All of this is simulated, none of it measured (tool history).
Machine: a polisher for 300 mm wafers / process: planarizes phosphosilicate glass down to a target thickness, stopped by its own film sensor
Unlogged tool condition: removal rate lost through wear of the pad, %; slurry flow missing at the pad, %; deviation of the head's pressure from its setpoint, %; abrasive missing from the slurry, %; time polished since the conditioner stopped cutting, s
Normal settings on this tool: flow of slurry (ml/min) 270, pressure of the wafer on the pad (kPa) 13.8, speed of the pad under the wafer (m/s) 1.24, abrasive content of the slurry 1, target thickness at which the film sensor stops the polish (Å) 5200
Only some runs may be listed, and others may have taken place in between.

| run | day | flow of slurry (ml/min) | pressure of the wafer on the pad (kPa) | speed of the pad under the wafer (m/s) | abrasive content of the slurry | target thickness at which the film sensor stops the polish (Å) | wafers since the last listed run | wafers polished on this pad | hours since the slurry nozzle was cleaned | hours since the head pressure was calibrated | hours since the slurry blender was calibrated | hours since the conditioning disc was replaced | incoming thickness of the incoming film, nm | time until the film sensor stopped the polish (s) |
|---|---|---|---|---|---|---|---|---|---|---|---|---|---|---|
| 1 | 0 | 270 | 13.8 | 1.24 | 1 | 5200 | 0 | 812 | 198.5 | 61.6 | 211.2 | 433.6 | 1280.3 | 132.3 |
| 2 | 1.404 | 270 | 13.8 | 1.06 | 1 | 5200 | 330 | 1143 | 232.2 | 95.3 | 244.9 | 467.3 | 1295.1 | 148 |
| 3 | 3.75 | 270 | 13.8 | 1.06 | 1 | 5200 | 552 | 1696 | 288.5 | 151.6 | 301.2 | 523.6 | 1294.6 | 143.6 |
|  | 4.162 | conditioning disc replaced and pad reconditioned |
| 4 | 5.05 | 270 | 13.8 | 1.24 | 1 | 3670 | 286 | 1982 | 319.7 | 182.8 | 332.4 | 21.3 | 1304.6 | 163.7 |
|  | 6.15 | slurry blender recalibrated |
|  | 8.425 | worn pad replaced by a new one |
| 5 | 13.171 | 300 | 13.8 | 1.24 | 1 | 5200 | 1853 | 1118 | 514.6 | 377.7 | 168.5 | 216.2 | 1284.1 | 130.1 |
| 6 | 15.229 | 300 | 13.8 | 1.24 | 1 | 5200 | 484 | 1602 | 564 | 427.1 | 217.9 | 265.6 | 1299.9 | 131.8 |
|  | 17.292 | slurry nozzle cleaned |
| 7 | 17.879 | 270 | 13.8 | 1.24 | 1 | 5200 | 614 | 2217 | 14.1 | 490.7 | 281.5 | 329.2 | 1318.7 | 137.2 |
| 8 | 19.871 | 270 | 13.8 | 1.24 | 1 | 5200 | 469 | 2686 | 61.9 | 538.5 | 329.3 | 377 | 1296.7 | 127.7 |
|  | 20.979 | slurry blender recalibrated |
|  | 21.733 | worn pad replaced by a new one |
|  | 25.029 | conditioning disc replaced and pad reconditioned |
| 9 | 27.517 | 270 | 13.8 | 1.24 | 1 | 5200 | 1722 | 1343 | 245.4 | 722 | 156.9 | 59.7 | 1295.3 | 131.6 |
| 10 | 29.242 | 270 | 13.8 | 1.24 | 1 | 5200 | 406 | 1749 | 286.8 | 763.4 | 198.3 | 101.1 | 1301.4 | 129.7 |
| 11 | 31.004 | 270 | 13.8 | 1.24 | 1 | 5200 | 415 | 2164 | 329.1 | 805.7 | 240.6 | 143.4 | 1288.9 | 128.4 |
|  | 33.592 | worn pad replaced by a new one |
| 12 | 34.262 | 270 | 12.4 | 1.24 | 0.7 | 3230 | 728 | 158 | 407.3 | 883.9 | 318.8 | 221.6 | 1268.3 | 224.6 |
|  | 34.479 | slurry blender recalibrated |
| 13 | 36.808 | 200 | 13.8 | 1.24 | 1 | 2590 | 580 | 738 | 468.4 | 945 | 55.9 | 282.7 | 1298.3 | 182 |
| 14 | 38.442 | 245 | 15.9 | 1.24 | 0.9 | 5200 | 384 | 1122 | 507.6 | 984.2 | 95.1 | 321.9 | 1265.8 | 115.9 |
| 15 | 40.15 | 270 | 13.8 | 1.24 | 1 | 3880 | 402 | 1525 | 548.6 | 1025.2 | 136.1 | 362.9 | 1306.3 | 157.7 |
|  | 42.412 | head pressure recalibrated |
| 16 | 42.45 | 270 | 13.8 | 1.24 | 1 | 5200 | 522 | 2047 | 603.8 | 0.9 | 191.3 | 418.1 | 1277.1 | 131.5 |
| 17 | 43.7 | 270 | 13.8 | 1.24 | 1 | 5200 | 294 | 2341 | 633.8 | 30.9 | 221.3 | 448.1 | 1289.5 | 133.1 |
|  | 43.979 | worn pad replaced by a new one |
|  | 45.129 | conditioning disc replaced and pad reconditioned |
|  | 48.229 | slurry nozzle cleaned |
|  | 51.808 | slurry blender recalibrated |
| 18 | 52.421 | 270 | 13.8 | 1.24 | 1 | 5200 | 1965 | 1939 | 100.6 | 240.2 | 14.7 | 175 | 1287.6 | 131 |
| 19 | 55.288 | 270 | 13.8 | 1.24 | 0.75 | 5200 | 675 | 2614 | 169.4 | 309 | 83.5 | 243.8 | 1290.8 | 151.7 |
|  | 55.875 | worn pad replaced by a new one |
| 20 | 58.046 | 320 | 17.9 | 1.24 | 1 | 5200 | 610 | 511 | 235.6 | 375.2 | 149.7 | 310 | 1283.8 | 98.4 |
| 21 | 59.225 | 270 | 13.8 | 1.44 | 1 | 5200 | 277 | 789 | 263.9 | 403.5 | 178 | 338.3 | 1290.7 | 118.8 |
| 22 | 60.967 | 270 | 13.8 | 1.24 | 1 | 5200 | 410 | 1199 | 305.7 | 445.3 | 219.8 | 380.1 | 1295.3 | 129.3 |

What if the next run were any one of these 5? Each begins from the tool's condition after run 22:
| A | 60.988 | 270 | 13.8 | 1.24 | 1 | 7700 | 4 | 1204 | 306.2 | 445.8 | 220.3 | 380.6 | 1291.6 | ? |
| B | 60.988 | 270 | 13.8 | 1.38 | 1 | 6950 | 4 | 1204 | 306.2 | 445.8 | 220.3 | 380.6 | 1291.6 | ? |
| C | 60.988 | 310 | 13.8 | 1.24 | 1 | 5200 | 4 | 1204 | 306.2 | 445.8 | 220.3 | 380.6 | 1291.6 | ? |
| D | 60.988 | 205 | 16.5 | 1.24 | 1 | 5200 | 4 | 1204 | 306.2 | 445.8 | 220.3 | 380.6 | 1291.6 | ? |
| E | 60.988 | 175 | 13.8 | 1.24 | 1 | 2680 | 4 | 1204 | 306.2 | 445.8 | 220.3 | 380.6 | 1291.6 | ? |

| run | time until the film sensor stopped the polish (s) |
|---|---|
| A | 90.2 |
| B | 94.7 |
| C | 132 |
| D | 114.2 |
| E | 184.1 |
Without the tool's unlogged condition, the same runs would have read:
| run | time until the film sensor stopped the polish (s) |
|---|---|
| A | 90.2 |
| B | 94.7 |
| C | 132 |
| D | 114.2 |
| E | 184.1 |
